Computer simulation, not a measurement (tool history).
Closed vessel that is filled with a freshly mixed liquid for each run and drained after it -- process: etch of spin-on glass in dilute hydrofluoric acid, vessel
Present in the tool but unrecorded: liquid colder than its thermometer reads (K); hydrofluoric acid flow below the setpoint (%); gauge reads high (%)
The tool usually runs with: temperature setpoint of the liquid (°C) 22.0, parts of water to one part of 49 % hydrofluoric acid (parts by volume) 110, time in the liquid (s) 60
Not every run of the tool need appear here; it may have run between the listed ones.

run,hour,temperature setpoint of the liquid (°C),parts of water to one part of 49 % hydrofluoric acid (parts by volume),time in the liquid (s),wafers since the last listed run,hours since the thermometer was replaced,hours since the hydrofluoric acid flow meter was replaced,hours since the gauge calibration,"read-back film thickness of the spin-on glass reference wafer, read on the same gauge (nm)",thickness taken off the spin-on glass on a monitor wafer (angstrom)
1,0.0,22.0,110,50,0,1093.6,801.8,546.1,30.15,220.7
# hour 1.8: hydrofluoric acid flow meter replaced
2,26.9,22.0,110,50,1867,1120.5,25.1,573.0,30.16,219.4
3,65.8,22.0,110,60,2804,1159.4,64.0,611.9,30.25,261.9
4,126.9,22.0,110,60,4405,1220.5,125.1,673.0,30.21,263.5
5,187.7,22.0,110,60,4383,1281.3,185.9,733.8,30.24,262.9
6,240.7,22.0,110,60,3821,1334.3,238.9,786.8,30.30,262.5
7,293.0,22.0,110,35,3770,1386.6,291.2,839.1,30.33,153.4
8,335.8,22.0,70,60,3085,1429.4,334.0,881.9,30.31,440.3
9,402.0,22.0,70,60,4773,1495.6,400.2,948.1,30.37,439.1
10,603.5,22.0,110,85,14528,1697.1,601.7,1149.6,30.53,373.8
11,658.4,22.0,110,60,3958,1752.0,656.6,1204.5,30.59,265.3
12,811.1,19.0,110,60,11009,1904.7,809.3,1357.2,30.80,238.6
# hour 828.5: hydrofluoric acid flow meter replaced
13,851.2,19.5,70,80,2819,1944.8,22.7,1397.3,30.81,535.6
14,921.0,17.5,155,30,5032,2014.6,92.5,1467.1,30.91,75.9
# hour 928.3: thermometer replaced
15,986.7,24.5,110,60,4664,58.4,158.2,1532.8,30.97,297.0
16,1043.6,23.5,110,50,4102,115.3,215.1,1589.7,31.07,239.4
17,1072.4,22.0,110,60,2076,144.1,243.9,1618.5,31.10,271.3
# hour 1076.5: gauge calibrated
18,1125.7,17.5,110,80,3842,197.4,297.2,49.2,30.15,294.5
19,1195.4,19.5,75,70,5025,267.1,366.9,118.9,30.04,418.5
20,1263.4,24.5,60,35,4902,335.1,434.9,186.9,30.11,330.0
21,1304.0,18.0,140,85,2927,375.7,475.5,227.5,30.09,239.4
22,1351.9,22.0,90,35,3453,423.6,523.4,275.4,30.12,195.0
23,1420.9,22.0,155,75,4974,492.6,592.4,344.4,30.13,222.4
24,1491.4,22.0,110,60,5083,563.1,662.9,414.9,30.17,261.8
25,1559.8,22.0,110,50,4931,631.5,731.3,483.3,30.23,220.2

4 options for the next run, each taken on its own from the tool as it stands now. Forecast them:
A,1560.5,22.0,110,60,50,632.2,732.0,484.0,?,?
B,1560.5,25.5,140,60,50,632.2,732.0,484.0,?,?
C,1560.5,19.5,60,70,50,632.2,732.0,484.0,?,?
D,1560.5,18.5,75,40,50,632.2,732.0,484.0,?,?

run,"read-back film thickness of the spin-on glass reference wafer, read on the same gauge (nm)",thickness taken off the spin-on glass on a monitor wafer (angstrom)
A,30.18,263.7
B,30.18,229.2
C,30.18,539.2
D,30.18,232.2
The same runs, with their run-to-run variation unchanged, on a tool lacking any hidden condition would have given:
run,thickness taken off the spin-on glass on a monitor wafer (angstrom)
A,262.1
B,227.8
C,536.0
D,230.9
